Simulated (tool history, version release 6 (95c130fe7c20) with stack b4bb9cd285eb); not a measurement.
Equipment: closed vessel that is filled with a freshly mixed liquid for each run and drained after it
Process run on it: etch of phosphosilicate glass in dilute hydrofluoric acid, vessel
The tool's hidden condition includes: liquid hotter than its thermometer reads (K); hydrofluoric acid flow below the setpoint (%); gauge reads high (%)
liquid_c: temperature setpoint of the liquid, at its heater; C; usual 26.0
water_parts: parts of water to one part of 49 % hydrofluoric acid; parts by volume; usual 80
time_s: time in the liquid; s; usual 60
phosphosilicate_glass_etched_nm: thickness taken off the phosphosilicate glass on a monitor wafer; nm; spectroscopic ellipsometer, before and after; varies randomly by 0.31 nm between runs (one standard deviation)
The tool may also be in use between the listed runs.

run	hour	liquid_c	water_parts	time_s	wafers since the last listed run	hours since the thermometer was replaced	hours since the hydrofluoric acid flow meter was replaced	hours since the gauge calibration	read-back film thickness of the phosphosilicate glass reference wafer, read on the same gauge (nm)	phosphosilicate_glass_etched_nm
1	0.0	26.0	80	60	0	614.1	1553.0	21.7	140.01	57.85
2	8.9	26.0	80	60	750	623.0	1561.9	30.6	140.02	58.48
3	25.7	26.0	80	60	1416	639.8	1578.7	47.4	139.99	58.06
4	35.9	26.0	80	60	859	650.0	1588.9	57.6	140.02	58.75
5	52.4	27.0	80	60	1390	666.5	1605.4	74.1	139.99	60.45
6	86.7	26.0	80	60	2891	700.8	1639.7	108.4	139.98	59.25
7	97.2	26.0	80	60	885	711.3	1650.2	118.9	140.01	59.03
8	105.3	26.0	80	60	682	719.4	1658.3	127.0	140.02	58.24
9	116.9	29.5	80	70	977	731.0	1669.9	138.6	140.02	78.09
10	123.4	29.5	80	70	547	737.5	1676.4	145.1	140.04	78.53
11	131.4	26.0	80	60	674	745.5	1684.4	153.1	139.98	58.93
12	144.3	29.5	80	60	1087	758.4	1697.3	166.0	140.03	67.07
13	160.5	29.5	80	60	1365	774.6	1713.5	182.2	140.01	67.37
14	171.2	29.0	80	60	901	785.3	1724.2	192.9	140.03	67.22
15	220.6	26.0	60	60	4163	834.7	1773.6	242.3	140.03	81.70
16	229.9	28.0	95	60	783	844.0	1782.9	251.6	139.98	53.64
17	247.0	23.0	80	90	1441	861.1	1800.0	268.7	140.02	79.93
# hour 251.9: gauge calibrated
18	259.0	26.0	95	60	1011	873.1	1812.0	7.1	140.00	49.48
# hour 261.7: thermometer replaced
19	276.6	29.5	65	60	1399	14.9	1829.6	24.7	139.96	79.09
20	287.8	30.5	80	70	944	26.1	1840.8	35.9	140.05	76.56
21	302.4	26.0	100	60	1230	40.7	1855.4	50.5	140.02	42.85
22	315.6	26.0	80	60	1112	53.9	1868.6	63.7	139.98	54.93
# hour 321.0: hydrofluoric acid flow meter replaced
23	352.1	26.0	40	75	2992	90.4	31.1	100.2	139.97	145.71
24	365.2	29.5	80	90	1104	103.5	44.2	113.3	140.00	95.11
25	372.0	24.5	55	90	573	110.3	51.0	120.1	140.02	118.09
26	390.0	26.0	80	60	1517	128.3	69.0	138.1	139.99	56.08
27	406.6	22.5	80	85	1399	144.9	85.6	154.7	140.00	68.57
28	413.7	30.5	80	30	598	152.0	92.7	161.8	140.06	33.00

Forecast each of these 3 alternatives for the next run:
A	414.4	30.5	80	60	59	152.7	93.4	162.5	?	?
B	414.4	23.0	115	60	59	152.7	93.4	162.5	?	?
C	414.4	21.5	120	90	59	152.7	93.4	162.5	?	?

run	read-back film thickness of the phosphosilicate glass reference wafer, read on the same gauge (nm)	phosphosilicate_glass_etched_nm
A	139.99	65.94
B	139.99	32.80
C	139.99	44.17
Had the tool no hidden state, the same runs would have come out as:
run	phosphosilicate_glass_etched_nm
A	64.14
B	31.87
C	42.91
